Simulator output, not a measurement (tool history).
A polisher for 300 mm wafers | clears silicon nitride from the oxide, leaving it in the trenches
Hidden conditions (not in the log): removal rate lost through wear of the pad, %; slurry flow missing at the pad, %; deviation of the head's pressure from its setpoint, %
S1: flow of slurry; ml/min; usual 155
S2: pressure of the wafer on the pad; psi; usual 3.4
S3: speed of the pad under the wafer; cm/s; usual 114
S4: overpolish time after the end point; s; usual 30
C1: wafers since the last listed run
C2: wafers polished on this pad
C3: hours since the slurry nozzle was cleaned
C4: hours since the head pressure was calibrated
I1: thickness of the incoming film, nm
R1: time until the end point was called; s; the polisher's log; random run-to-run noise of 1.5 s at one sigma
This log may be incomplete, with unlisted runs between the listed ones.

run 1 hour=0.0 | S1=155 S2=3.4 S3=114 S4=41 | C1=0 C2=2803 C3=333.3 C4=131.1 | I1=151.5 | R1=125.5
-- hour=0.3 worn pad replaced by a new one
run 2 hour=34.1 | S1=155 S2=3.4 S3=114 S4=41 | C1=284 C2=284 C3=367.4 C4=165.2 | I1=147.7 | R1=110.3
run 3 hour=84.1 | S1=155 S2=3.4 S3=114 S4=41 | C1=421 C2=706 C3=417.4 C4=215.2 | I1=149.6 | R1=115.5
run 4 hour=119.1 | S1=155 S2=3.4 S3=114 S4=30 | C1=295 C2=1001 C3=452.4 C4=250.2 | I1=148.6 | R1=117.9
-- hour=123.9 slurry nozzle cleaned
run 5 hour=157.1 | S1=155 S2=3.4 S3=90 S4=30 | C1=311 C2=1313 C3=33.2 C4=288.2 | I1=149.4 | R1=149.9
run 6 hour=205.5 | S1=155 S2=3.4 S3=90 S4=30 | C1=408 C2=1721 C3=81.6 C4=336.6 | I1=150.6 | R1=151.9
-- hour=254.0 worn pad replaced by a new one
run 7 hour=269.0 | S1=155 S2=3.4 S3=90 S4=30 | C1=501 C2=126 C3=145.1 C4=400.1 | I1=149.3 | R1=139.9
run 8 hour=338.5 | S1=155 S2=3.4 S3=114 S4=30 | C1=586 C2=712 C3=214.6 C4=469.6 | I1=149.2 | R1=116.9
run 9 hour=366.2 | S1=155 S2=3.4 S3=114 S4=30 | C1=233 C2=946 C3=242.3 C4=497.3 | I1=151.4 | R1=117.5
run 10 hour=419.1 | S1=155 S2=3.4 S3=114 S4=30 | C1=446 C2=1392 C3=295.2 C4=550.2 | I1=149.7 | R1=117.2
run 11 hour=465.7 | S1=155 S2=3.4 S3=114 S4=30 | C1=392 C2=1785 C3=341.8 C4=596.8 | I1=149.3 | R1=120.6
run 12 hour=530.0 | S1=155 S2=3.4 S3=114 S4=30 | C1=542 C2=2327 C3=406.1 C4=661.1 | I1=152.4 | R1=122.6
run 13 hour=560.2 | S1=155 S2=3.4 S3=114 S4=30 | C1=254 C2=2581 C3=436.3 C4=691.3 | I1=150.6 | R1=124.9
-- hour=578.0 slurry nozzle cleaned
-- hour=582.9 worn pad replaced by a new one
run 14 hour=615.1 | S1=155 S2=3.4 S3=114 S4=30 | C1=420 C2=271 C3=37.1 C4=746.2 | I1=150.9 | R1=115.1
run 15 hour=644.6 | S1=100 S2=3.4 S3=114 S4=30 | C1=248 C2=520 C3=66.6 C4=775.7 | I1=150.0 | R1=123.4
run 16 hour=688.8 | S1=155 S2=3.4 S3=114 S4=30 | C1=372 C2=893 C3=110.8 C4=819.9 | I1=150.0 | R1=116.1
run 17 hour=732.4 | S1=155 S2=3.4 S3=114 S4=30 | C1=367 C2=1260 C3=154.4 C4=863.5 | I1=149.5 | R1=117.9
run 18 hour=784.7 | S1=115 S2=4.6 S3=114 S4=30 | C1=441 C2=1701 C3=206.7 C4=915.8 | I1=149.9 | R1=93.4
run 19 hour=836.6 | S1=155 S2=2.5 S3=130 S4=30 | C1=437 C2=2139 C3=258.6 C4=967.7 | I1=149.7 | R1=142.0
-- hour=857.1 worn pad replaced by a new one
run 20 hour=905.5 | S1=185 S2=3.4 S3=114 S4=15 | C1=547 C2=408 C3=327.5 C4=1036.6 | I1=150.3 | R1=108.7
run 21 hour=973.3 | S1=155 S2=3.4 S3=114 S4=30 | C1=571 C2=980 C3=395.3 C4=1104.4 | I1=150.1 | R1=113.5
-- hour=988.8 head pressure recalibrated
-- hour=1029.8 slurry nozzle cleaned
run 22 hour=1039.9 | S1=155 S2=3.4 S3=114 S4=38 | C1=536 C2=1516 C3=10.1 C4=51.1 | I1=150.1 | R1=114.4
run 23 hour=1111.8 | S1=155 S2=3.4 S3=114 S4=30 | C1=606 C2=2122 C3=82.0 C4=123.0 | I1=151.8 | R1=123.5
run 24 hour=1158.8 | S1=155 S2=3.4 S3=142 S4=14 | C1=396 C2=2519 C3=129.0 C4=170.0 | I1=150.7 | R1=98.3
-- hour=1169.8 worn pad replaced by a new one
run 25 hour=1225.5 | S1=185 S2=3.4 S3=146 S4=30 | C1=528 C2=469 C3=195.7 C4=236.7 | I1=152.0 | R1=88.5
run 26 hour=1261.1 | S1=155 S2=3.4 S3=114 S4=30 | C1=300 C2=769 C3=231.3 C4=272.3 | I1=150.1 | R1=114.5
run 27 hour=1287.5 | S1=180 S2=3.4 S3=114 S4=25 | C1=222 C2=992 C3=257.7 C4=298.7 | I1=152.9 | R1=114.8
run 28 hour=1454.7 | S1=180 S2=2.4 S3=90 S4=30 | C1=1409 C2=2402 C3=424.9 C4=465.9 | I1=150.5 | R1=210.9
run 29 hour=1488.0 | S1=155 S2=3.4 S3=86 S4=19 | C1=280 C2=2683 C3=458.2 C4=499.2 | I1=151.9 | R1=163.0

5 ways to go on from here, each from the tool as it stands after run 29. What would each give?
run A hour=1488.5 | S1=155 S2=3.4 S3=114 S4=30 | C1=4 C2=2687 C3=458.7 C4=499.7 | I1=151.8 | R1=?
run B hour=1488.5 | S1=155 S2=3.1 S3=132 S4=30 | C1=4 C2=2687 C3=458.7 C4=499.7 | I1=151.8 | R1=?
run C hour=1488.5 | S1=115 S2=2.5 S3=114 S4=30 | C1=4 C2=2687 C3=458.7 C4=499.7 | I1=151.8 | R1=?
run D hour=1488.5 | S1=155 S2=3.4 S3=140 S4=18 | C1=4 C2=2687 C3=458.7 C4=499.7 | I1=151.8 | R1=?
run E hour=1488.5 | S1=175 S2=2.3 S3=96 S4=48 | C1=4 C2=2687 C3=458.7 C4=499.7 | I1=151.8 | R1=?

run=A R1=122.9
run=B R1=116.5
run=C R1=178.5
run=D R1=100.1
run=E R1=211.3
With no hidden state in the tool, these same runs would have given:
run=A R1=111.8
run=B R1=105.9
run=C R1=162.3
run=D R1=91.0
run=E R1=192.1

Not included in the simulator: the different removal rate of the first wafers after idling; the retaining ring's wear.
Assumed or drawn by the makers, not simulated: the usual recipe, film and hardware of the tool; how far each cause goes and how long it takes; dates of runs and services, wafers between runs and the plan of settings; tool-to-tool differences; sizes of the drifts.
